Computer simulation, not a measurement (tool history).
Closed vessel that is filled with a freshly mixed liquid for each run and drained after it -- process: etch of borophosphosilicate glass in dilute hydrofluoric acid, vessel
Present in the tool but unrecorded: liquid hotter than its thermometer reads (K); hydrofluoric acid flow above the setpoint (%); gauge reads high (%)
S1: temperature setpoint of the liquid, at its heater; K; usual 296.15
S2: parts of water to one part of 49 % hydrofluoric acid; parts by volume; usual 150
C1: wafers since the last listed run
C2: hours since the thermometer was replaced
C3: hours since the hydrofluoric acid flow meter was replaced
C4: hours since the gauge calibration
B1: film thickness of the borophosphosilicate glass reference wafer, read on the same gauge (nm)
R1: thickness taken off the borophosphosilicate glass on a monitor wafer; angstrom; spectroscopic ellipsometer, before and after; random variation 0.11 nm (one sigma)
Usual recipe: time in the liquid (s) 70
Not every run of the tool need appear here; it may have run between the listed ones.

Run 1, day 0: usual settings; C1 0; C2 1341.1; C3 1413.9; C4 242.9; B1 119.99. Result: R1 214.5 angstrom.
Run 2, day 0.733: usual settings; C1 1244; C2 1358.7; C3 1431.5; C4 260.5; B1 119.99. Result: R1 212.4 angstrom.
Run 3, day 0.996: usual settings but time in the liquid (s) 55; C1 445; C2 1365; C3 1437.8; C4 266.8; B1 120.01. Result: R1 169.5 angstrom.
Run 4, day 1.512: usual settings; C1 876; C2 1377.4; C3 1450.2; C4 279.2; B1 120. Result: R1 216.1 angstrom.
Run 5, day 2.204: usual settings; C1 1173; C2 1394; C3 1466.8; C4 295.8; B1 120.01. Result: R1 214.8 angstrom.
Run 6, day 2.667: usual settings but time in the liquid (s) 85; C1 785; C2 1405.1; C3 1477.9; C4 306.9; B1 120.02. Result: R1 261.7 angstrom.
Run 7, day 3.192: usual settings but time in the liquid (s) 85; C1 891; C2 1417.7; C3 1490.5; C4 319.5; B1 120. Result: R1 264.2 angstrom.
Run 8, day 4.35: usual settings but time in the liquid (s) 85; C1 1966; C2 1445.5; C3 1518.3; C4 347.3; B1 120.03. Result: R1 263.7 angstrom.
At day 5.021: gauge calibrated.
Run 9, day 5.175: usual settings but S1 295.15 K; C1 1400; C2 1465.3; C3 1538.1; C4 3.7; B1 120. Result: R1 210.1 angstrom.
Run 10, day 5.796: usual settings but S1 297.65 K; C1 1053; C2 1480.2; C3 1553; C4 18.6; B1 119.96. Result: R1 232.5 angstrom.
Run 11, day 6.425: usual settings but time in the liquid (s) 80; C1 1067; C2 1495.3; C3 1568.1; C4 33.7; B1 119.99. Result: R1 250.4 angstrom.
Run 12, day 6.733: usual settings but time in the liquid (s) 100; C1 523; C2 1502.7; C3 1575.5; C4 41.1; B1 119.99. Result: R1 309.9 angstrom.
Run 13, day 7.225: usual settings but time in the liquid (s) 100; C1 834; C2 1514.5; C3 1587.3; C4 52.9; B1 119.99. Result: R1 310 angstrom.
Run 14, day 7.825: usual settings but S1 294.65 K, S2 180 parts by volume; C1 1018; C2 1528.9; C3 1601.7; C4 67.3; B1 120.03. Result: R1 166.5 angstrom.
Run 15, day 8.521: usual settings but S1 298.15 K, time in the liquid (s) 40; C1 1181; C2 1545.6; C3 1618.4; C4 84; B1 120. Result: R1 134 angstrom.
Run 16, day 9.196: usual settings but time in the liquid (s) 55; C1 1145; C2 1561.8; C3 1634.6; C4 100.2; B1 120. Result: R1 172.1 angstrom.
Run 17, day 9.783: usual settings but S1 294.65 K; C1 997; C2 1575.9; C3 1648.7; C4 114.3; B1 120.03. Result: R1 206.2 angstrom.
Run 18, day 10.079: usual settings; C1 502; C2 1583; C3 1655.8; C4 121.4; B1 119.99. Result: R1 218.3 angstrom.
At day 10.388: hydrofluoric acid flow meter replaced.
Run 19, day 10.408: usual settings but S1 291.65 K, time in the liquid (s) 50; C1 487; C2 1590.9; C3 0.5; C4 129.3; B1 120.02. Result: R1 113.8 angstrom.
At day 10.533: thermometer replaced.
Run 20, day 11.025: usual settings but S1 298.15 K, S2 200 parts by volume; C1 975; C2 11.8; C3 15.3; C4 144.1; B1 120. Result: R1 145.6 angstrom.
Run 21, day 11.308: usual settings but S1 292.15 K, S2 210 parts by volume; C1 480; C2 18.6; C3 22.1; C4 150.9; B1 120. Result: R1 109.3 angstrom.
Run 22, day 11.675: usual settings but S1 300.15 K; C1 622; C2 27.4; C3 30.9; C4 159.7; B1 120. Result: R1 221.1 angstrom.
Run 23, day 11.979: usual settings but S1 299.15 K, S2 205 parts by volume, time in the liquid (s) 55; C1 516; C2 34.7; C3 38.2; C4 167; B1 120. Result: R1 114.6 angstrom.
Run 24, day 12.646: usual settings but S1 297.65 K, S2 210 parts by volume, time in the liquid (s) 95; C1 1131; C2 50.7; C3 54.2; C4 183; B1 120. Result: R1 183.3 angstrom.
Run 25, day 13.338: usual settings; C1 1173; C2 67.3; C3 70.8; C4 199.6; B1 119.99. Result: R1 190.8 angstrom.
Run 26, day 14.038: usual settings; C1 1188; C2 84.1; C3 87.6; C4 216.4; B1 120.02. Result: R1 191.4 angstrom.
Run 27, day 14.379: usual settings but S1 294.65 K, S2 210 parts by volume, time in the liquid (s) 50; C1 579; C2 92.3; C3 95.8; C4 224.6; B1 119.98. Result: R1 86.7 angstrom.
Run 28, day 15.092: usual settings but S1 292.65 K, S2 195 parts by volume, time in the liquid (s) 95; C1 1209; C2 109.4; C3 112.9; C4 241.7; B1 119.99. Result: R1 165.4 angstrom.
Run 29, day 15.35: usual settings but S1 300.15 K, S2 125 parts by volume, time in the liquid (s) 50; C1 438; C2 115.6; C3 119.1; C4 247.9; B1 120.01. Result: R1 197.7 angstrom.

Exercise: give the hidden state of the tool at every run:
liquid hotter than its thermometer reads (K): 0 at every run
gauge reads high (%): 0 at every run
H1: hydrofluoric acid flow above the setpoint (%)
run     H1
  1   11.6
  2   11.7
  3   11.8
  4   11.9
  5     12
  6   12.1
  7   12.2
  8   12.4
  9   12.5
 10   12.6
 11   12.7
 12   12.8
 13   12.9
 14     13
 15   13.1
 16   13.2
 17   13.3
 18   13.4
 19  0.324
 20  0.433
 21  0.484
 22  0.549
 23  0.603
 24  0.721
 25  0.844
 26  0.968
 27   1.03
 28   1.15
 29    1.2

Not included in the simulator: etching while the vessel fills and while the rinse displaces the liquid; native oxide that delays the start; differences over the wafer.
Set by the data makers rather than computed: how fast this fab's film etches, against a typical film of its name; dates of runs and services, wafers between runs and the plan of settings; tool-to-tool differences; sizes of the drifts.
